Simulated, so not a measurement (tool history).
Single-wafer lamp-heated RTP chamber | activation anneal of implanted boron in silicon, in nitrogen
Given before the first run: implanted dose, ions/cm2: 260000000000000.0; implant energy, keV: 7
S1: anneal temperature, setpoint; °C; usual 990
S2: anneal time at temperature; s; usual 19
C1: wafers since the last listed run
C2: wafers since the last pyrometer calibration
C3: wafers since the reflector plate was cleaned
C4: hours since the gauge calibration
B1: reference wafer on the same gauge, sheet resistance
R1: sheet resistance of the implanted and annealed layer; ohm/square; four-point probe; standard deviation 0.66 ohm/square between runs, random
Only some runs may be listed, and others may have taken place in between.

run,hour,S1,S2,C1,C2,C3,C4,B1,R1
1,0.0,990,19,0,4265,844,416.6,444.07,436.42
# hour 49.4: pyrometer window cleaned and pyrometer calibrated
2,214.9,990,19,5283,4226,6128,631.5,444.01,435.50
# hour 274.5: reflector plate cleaned
3,275.0,990,19,1330,5556,13,691.6,444.17,435.12
# hour 314.3: pyrometer window cleaned and pyrometer calibrated
4,377.7,990,19,2418,1617,2432,794.3,444.02,432.32
5,447.4,990,19,1779,3397,4211,864.0,443.88,433.73
6,493.7,990,19,1182,4579,5394,910.3,444.10,433.62
# hour 496.9: gauge calibrated
# hour 528.7: reflector plate cleaned, repeated, since the last time left the tool worse
7,560.1,990,19,1491,6071,801,63.2,443.99,436.15
# hour 592.0: pyrometer window cleaned and pyrometer calibrated
8,592.5,990,19,623,13,1424,95.6,444.06,435.49
9,640.8,990,10,1233,1247,2657,143.9,444.03,438.07
10,708.1,990,10,1718,2965,4376,211.2,443.96,437.94
11,759.4,990,10,1309,4275,5686,262.5,443.93,438.01
12,815.7,999,12,1437,5713,7123,318.8,444.23,435.09
# hour 857.7: reflector plate cleaned
# hour 858.9: pyrometer window cleaned and pyrometer calibrated
13,882.5,965,14,1471,602,602,385.6,443.91,454.41
14,919.9,990,19,955,1557,1557,423.0,443.88,435.81
15,987.9,975,29,1736,3294,3294,491.0,444.02,438.69
16,1021.8,1009,27,865,4159,4159,524.9,444.08,430.02
17,1067.3,1015,9,1161,5321,5321,570.4,443.91,434.47
# hour 1075.4: pyrometer window cleaned and pyrometer calibrated
18,1096.5,969,19,541,537,5863,599.6,444.01,444.05
19,1137.5,990,19,1046,1584,6910,640.6,443.80,435.74
20,1179.2,1017,19,1064,2649,7974,682.3,444.16,429.29
# hour 1204.2: reflector plate cleaned
21,1215.0,977,14,709,3359,274,718.1,443.97,444.32
22,1246.1,990,19,794,4153,1068,749.2,444.15,436.44

What if the next run were any one of these 5? Each begins from the tool's condition after run 22:
A,1246.5,968,19,10,4163,1079,749.6,?,?
B,1246.5,1013,14,10,4163,1079,749.6,?,?
C,1246.5,979,27,10,4163,1079,749.6,?,?
D,1246.5,965,26,10,4163,1079,749.6,?,?
E,1246.5,1009,19,10,4163,1079,749.6,?,?

run,B1,R1
A,443.93,448.10
B,443.93,432.14
C,443.93,437.63
D,443.93,448.05
E,443.93,431.42
What these runs would have given with no unlogged condition in the tool:
run,R1
A,449.95
B,432.43
C,438.49
D,450.05
E,431.74

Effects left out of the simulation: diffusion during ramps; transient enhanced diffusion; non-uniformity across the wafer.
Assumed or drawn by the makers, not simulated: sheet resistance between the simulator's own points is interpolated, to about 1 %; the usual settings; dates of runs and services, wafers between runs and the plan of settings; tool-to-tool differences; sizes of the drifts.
